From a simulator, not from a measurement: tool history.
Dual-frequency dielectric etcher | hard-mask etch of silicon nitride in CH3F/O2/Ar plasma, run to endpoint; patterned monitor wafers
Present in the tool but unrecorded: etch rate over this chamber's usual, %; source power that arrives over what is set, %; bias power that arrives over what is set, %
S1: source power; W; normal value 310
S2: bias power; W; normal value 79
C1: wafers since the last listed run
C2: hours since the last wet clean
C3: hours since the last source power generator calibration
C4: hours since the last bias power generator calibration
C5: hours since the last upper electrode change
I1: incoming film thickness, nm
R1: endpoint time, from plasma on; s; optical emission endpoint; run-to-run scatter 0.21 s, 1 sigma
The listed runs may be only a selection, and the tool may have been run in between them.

run,day,S1,S2,C1,C2,C3,C4,C5,I1,R1
1,0.000,250,79,0,204.5,1876.3,3419.0,4251.2,44.52,74.1
2,1.988,250,79,308,252.2,1924.0,3466.7,4298.9,44.27,73.3
3,3.354,310,79,212,285.0,1956.8,3499.5,4331.7,44.13,69.4
4,5.138,340,79,276,327.8,1999.6,3542.3,4374.5,44.41,68.7
5,6.217,310,79,167,353.7,2025.5,3568.2,4400.4,44.49,70.3
# day 7.225: wet clean of the chamber
6,8.542,310,79,205,31.6,2081.3,3624.0,4456.2,44.09,70.3
7,9.679,310,68,176,58.9,2108.6,3651.3,4483.5,44.31,75.4
8,12.646,310,68,460,130.1,2179.8,3722.5,4554.7,44.37,75.9
9,13.921,310,92,197,160.7,2210.4,3753.1,4585.3,44.08,65.2
10,15.238,310,79,204,192.3,2242.0,3784.7,4616.9,44.56,70.1
11,17.212,310,79,306,239.7,2289.4,3832.1,4664.3,44.25,69.5
12,18.662,270,79,225,274.5,2324.2,3866.9,4699.1,44.19,71.9
13,20.571,360,79,296,320.3,2370.0,3912.7,4744.9,44.38,67.2
# day 22.229: source power generator calibrated
# day 23.008: wet clean of the chamber
14,23.212,310,79,263,4.9,23.6,3976.1,4808.3,44.81,71.5
15,25.125,310,79,296,50.8,69.5,4022.0,4854.2,44.45,70.7
# day 25.608: bias power generator calibrated
16,27.000,340,79,265,95.8,114.5,33.4,4899.2,44.30,69.0
17,28.600,350,97,248,134.2,152.9,71.8,4937.6,44.17,62.1
18,31.325,310,70,422,199.6,218.3,137.2,5003.0,44.80,75.0
19,32.779,310,99,225,234.5,253.2,172.1,5037.9,44.56,63.3
20,34.296,360,64,235,270.9,289.6,208.5,5074.3,44.57,74.2
21,35.308,310,79,157,295.2,313.9,232.8,5098.6,44.40,69.5
# day 37.217: wet clean of the chamber
# day 37.262: upper electrode replaced
22,39.554,390,90,496,56.1,415.8,334.7,55.0,44.31,62.9
23,40.962,280,63,218,89.9,449.6,368.5,88.8,44.20,79.9
24,43.796,270,72,439,157.9,517.6,436.5,156.8,44.52,76.4
25,45.883,310,79,323,208.0,567.7,486.6,206.9,44.39,70.1
26,48.208,260,79,360,263.8,623.5,542.4,262.7,44.28,72.6

Consider 5 possible next runs. They are alternatives, not a sequence: every one starts from the tool as it was left by run 26. What does each give?
A,48.225,310,93,2,264.2,623.9,542.8,263.1,44.30,?
B,48.225,230,94,2,264.2,623.9,542.8,263.1,44.30,?
C,48.225,240,79,2,264.2,623.9,542.8,263.1,44.30,?
D,48.225,270,84,2,264.2,623.9,542.8,263.1,44.30,?
E,48.225,370,68,2,264.2,623.9,542.8,263.1,44.30,?

run,R1
A,64.6
B,68.4
C,73.6
D,69.8
E,71.6
With the hidden condition removed and each run's random variation left untouched, the same runs would have given:
run,R1
A,65.4
B,69.3
C,74.5
D,70.7
E,72.5
